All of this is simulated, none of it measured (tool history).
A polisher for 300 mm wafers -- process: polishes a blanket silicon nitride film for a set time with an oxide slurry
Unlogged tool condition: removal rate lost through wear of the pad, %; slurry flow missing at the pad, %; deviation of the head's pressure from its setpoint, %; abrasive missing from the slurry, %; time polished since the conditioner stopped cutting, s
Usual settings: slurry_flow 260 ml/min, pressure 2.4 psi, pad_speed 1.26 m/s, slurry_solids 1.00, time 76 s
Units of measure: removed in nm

run,hour,slurry_flow,pressure,pad_speed,slurry_solids,time,wafers since the last listed run,wafers polished on this pad,hours since the slurry nozzle was cleaned,hours since the head pressure was calibrated,hours since the slurry blender was calibrated,hours since the conditioning disc was replaced,"incoming thickness of the incoming film, nm",removed
1,0.0,260,2.4,1.26,1.00,76,0,2206,55.8,742.0,271.7,391.2,490.3,40.3
2,20.1,260,2.4,1.26,1.00,76,213,2419,75.9,762.1,291.8,411.3,486.1,39.0
3,52.3,260,2.4,1.26,1.00,76,342,2762,108.1,794.3,324.0,443.5,490.1,39.5
# hour 59.1: worn pad replaced by a new one
4,76.9,260,1.9,1.26,1.00,76,218,189,132.7,818.9,348.6,468.1,495.4,32.9
# hour 80.6: conditioning disc replaced and pad reconditioned
# hour 89.3: slurry blender recalibrated
5,98.1,260,1.8,1.26,1.00,76,182,372,153.9,840.1,8.8,17.5,490.1,31.6
6,116.5,260,2.4,1.58,1.15,76,195,567,172.3,858.5,27.2,35.9,499.5,53.8
7,143.6,260,2.4,1.26,1.00,76,288,855,199.4,885.6,54.3,63.0,486.8,40.7
8,156.9,300,1.8,1.26,0.70,60,141,997,212.7,898.9,67.6,76.3,500.1,17.8
9,175.5,260,2.8,1.26,0.85,76,197,1194,231.3,917.5,86.2,94.9,485.0,41.9
10,202.3,290,2.4,1.60,1.15,66,284,1479,258.1,944.3,113.0,121.7,492.9,46.0
11,216.1,260,1.6,1.26,1.00,102,146,1626,271.9,958.1,126.8,135.5,493.3,35.5
# hour 235.9: head pressure recalibrated
# hour 240.7: slurry nozzle cleaned
12,249.3,310,2.4,1.26,1.00,76,321,1947,8.6,13.4,160.0,168.7,486.9,42.1
13,262.8,325,1.8,1.26,1.00,65,143,2090,22.1,26.9,173.5,182.2,490.1,27.6
# hour 277.4: worn pad replaced by a new one
14,284.6,260,3.0,1.44,1.00,57,189,76,43.9,48.7,195.3,204.0,485.1,43.4
15,303.6,260,2.6,1.38,1.25,54,201,278,62.9,67.7,214.3,223.0,483.3,39.9
16,323.7,260,1.6,0.94,1.00,76,213,491,83.0,87.8,234.4,243.1,489.7,22.6
17,346.5,260,2.4,1.26,1.00,76,242,734,105.8,110.6,257.2,265.9,482.3,41.6
18,364.6,260,1.7,1.26,0.80,66,192,926,123.9,128.7,275.3,284.0,499.0,20.7
19,378.0,260,2.4,1.26,1.10,69,142,1068,137.3,142.1,288.7,297.4,494.8,39.9
20,395.7,260,2.4,1.26,1.00,76,188,1257,155.0,159.8,306.4,315.1,491.3,41.0
# hour 399.7: slurry blender recalibrated
21,410.0,260,2.4,1.58,1.00,76,130,1387,169.3,174.1,10.3,329.4,490.2,47.6
# hour 473.1: conditioning disc replaced and pad reconditioned
22,482.3,260,2.4,1.26,1.00,76,747,2135,241.6,246.4,82.6,9.2,497.0,38.7
# hour 510.0: worn pad replaced by a new one
23,513.6,260,2.4,1.26,1.00,76,290,37,272.9,277.7,113.9,40.5,492.3,40.8
# hour 544.2: slurry nozzle cleaned
24,545.5,325,2.8,1.26,1.00,76,328,366,1.3,309.6,145.8,72.4,496.2,51.9
25,561.8,260,1.8,1.50,1.00,76,173,539,17.6,325.9,162.1,88.7,496.2,35.6

How the hidden state differs across the entries between the runs, from the last listed run before each to the first after it:
From run 3 to run 4: worn pad replaced by a new one (hour 59.1)
  removal rate lost through wear of the pad, %: 8.68 -> 0.0414; slurry flow missing at the pad, %: 29.9 -> 33.1
  measured value less the no-hidden-state value, removed: -5.5 -> -1.5 nm
From run 4 to run 5: conditioning disc replaced and pad reconditioned (hour 80.6); slurry blender recalibrated (hour 89.3)
  removal rate lost through wear of the pad, %: 0.0414 -> 0.177; slurry flow missing at the pad, %: 33.1 -> 35.3
  measured value less the no-hidden-state value, removed: -1.5 -> -1.7 nm
From run 11 to run 12: head pressure recalibrated (hour 235.9); slurry nozzle cleaned (hour 240.7)
  removal rate lost through wear of the pad, %: 2.78 -> 4.08; slurry flow missing at the pad, %: 42.2 -> 7.27
  measured value less the no-hidden-state value, removed: -3.5 -> -2.1 nm
From run 13 to run 14: worn pad replaced by a new one (hour 277.4)
  removal rate lost through wear of the pad, %: 4.68 -> 0.951; slurry flow missing at the pad, %: 11.7 -> 17.8
  measured value less the no-hidden-state value, removed: -1.7 -> -1.3 nm
From run 20 to run 21: slurry blender recalibrated (hour 399.7)
  removal rate lost through wear of the pad, %: 2.52 -> 2.92; slurry flow missing at the pad, %: 35.7 -> 37
  measured value less the no-hidden-state value, removed: -3.2 -> -4.2 nm
From run 21 to run 22: conditioning disc replaced and pad reconditioned (hour 473.1)
  removal rate lost through wear of the pad, %: 2.92 -> 5.67; slurry flow missing at the pad, %: 37 -> 41.4
  measured value less the no-hidden-state value, removed: -4.2 -> -5.0 nm
From run 22 to run 23: worn pad replaced by a new one (hour 510.0)
  removal rate lost through wear of the pad, %: 5.67 -> 0.216; slurry flow missing at the pad, %: 41.4 -> 42.6
  measured value less the no-hidden-state value, removed: -5.0 -> -2.9 nm
From run 23 to run 24: slurry nozzle cleaned (hour 544.2)
  removal rate lost through wear of the pad, %: 0.216 -> 0.356; slurry flow missing at the pad, %: 42.6 -> 2.65
  measured value less the no-hidden-state value, removed: -2.9 -> -0.3 nm

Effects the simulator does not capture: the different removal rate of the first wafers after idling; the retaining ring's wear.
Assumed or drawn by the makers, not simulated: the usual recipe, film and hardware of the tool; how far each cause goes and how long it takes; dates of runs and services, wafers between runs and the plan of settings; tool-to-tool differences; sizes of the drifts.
